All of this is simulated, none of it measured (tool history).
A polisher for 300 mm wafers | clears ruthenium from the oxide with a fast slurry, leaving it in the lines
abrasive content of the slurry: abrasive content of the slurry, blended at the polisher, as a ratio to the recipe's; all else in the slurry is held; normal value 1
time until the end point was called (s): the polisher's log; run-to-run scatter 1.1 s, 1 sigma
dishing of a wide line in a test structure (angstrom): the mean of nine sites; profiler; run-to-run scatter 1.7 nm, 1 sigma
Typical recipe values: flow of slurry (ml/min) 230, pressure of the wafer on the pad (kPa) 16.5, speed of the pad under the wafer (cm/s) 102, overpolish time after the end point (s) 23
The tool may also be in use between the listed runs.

run	hour	flow of slurry (ml/min)	pressure of the wafer on the pad (kPa)	speed of the pad under the wafer (cm/s)	abrasive content of the slurry	overpolish time after the end point (s)	wafers since the last listed run	wafers polished on this pad	hours since the slurry nozzle was cleaned	hours since the head pressure was calibrated	hours since the slurry blender was calibrated	incoming thickness of the incoming film, nm	time until the end point was called (s)	dishing of a wide line in a test structure (angstrom)
1	0	230	16.5	102	1	23	0	145	298.8	117.3	6.4	299.2	70.7	713
2	15.7	230	16.5	102	1	23	70	216	314.5	133	22.1	301.5	74.4	730
3	29	230	16.5	102	1	23	60	276	327.8	146.3	35.4	301.8	73.6	696
4	40.9	230	16.5	102	1	23	53	330	339.7	158.2	47.3	299.3	73.5	725
5	52.1	230	16.5	102	1	23	50	381	350.9	169.4	58.5	302.9	78.3	718
6	59.2	230	16.5	102	1	23	32	413	358	176.5	65.6	301.1	75	662
7	76	230	16.5	102	1	23	75	489	374.8	193.3	82.4	303	77.1	664
8	84.8	230	16.5	102	1	23	39	528	383.6	202.1	91.2	304	79.4	627
9	97.8	230	16.5	102	1	23	58	587	396.6	215.1	104.2	302	82.9	670
# hour 104.3: slurry blender recalibrated
10	115.1	230	16.5	102	1	23	69	656	413.9	232.4	10.8	295.7	73.8	690
# hour 120.2: slurry nozzle cleaned
11	121.8	230	16.5	102	1	23	25	682	1.6	239.1	17.5	298.3	74.9	667
12	131.8	230	16.5	102	1	23	45	727	11.6	249.1	27.5	301.6	77.7	685
13	144.9	205	18.6	78	1	23	59	786	24.7	262.2	40.6	298.4	90.8	599
14	155.5	230	16.5	102	0.8	23	47	834	35.3	272.8	51.2	304.7	83.1	641
15	165.6	230	16.5	102	0.9	23	45	880	45.4	282.9	61.3	303.8	83	655
16	182.3	230	14.5	102	0.9	23	75	955	62.1	299.6	78	303.6	97	573
17	191	230	16.5	102	1	23	39	994	70.8	308.3	86.7	304.4	83.9	631
# hour 196.2: head pressure recalibrated
# hour 203.9: worn pad replaced by a new one
18	204.4	230	16.5	124	1	34	33	2	84.2	8.2	100.1	297.9	61.8	1079
# hour 217.2: slurry blender recalibrated
19	217.7	190	20.7	120	0.85	23	51	53	97.5	21.5	0.5	303.6	52.7	924

Run 20 is up next; what results do you expect?
20	224.8	230	20	88	1	15	32	85	104.6	28.6	7.6	294.2	?	?

Run 20 gave time until the end point was called (s) 67.9, dishing of a wide line in a test structure (angstrom) 500.
If the tool had no hidden condition, the same run with the same run-to-run variation would have returned time until the end point was called (s) 67.3, dishing of a wide line in a test structure (angstrom) 504.
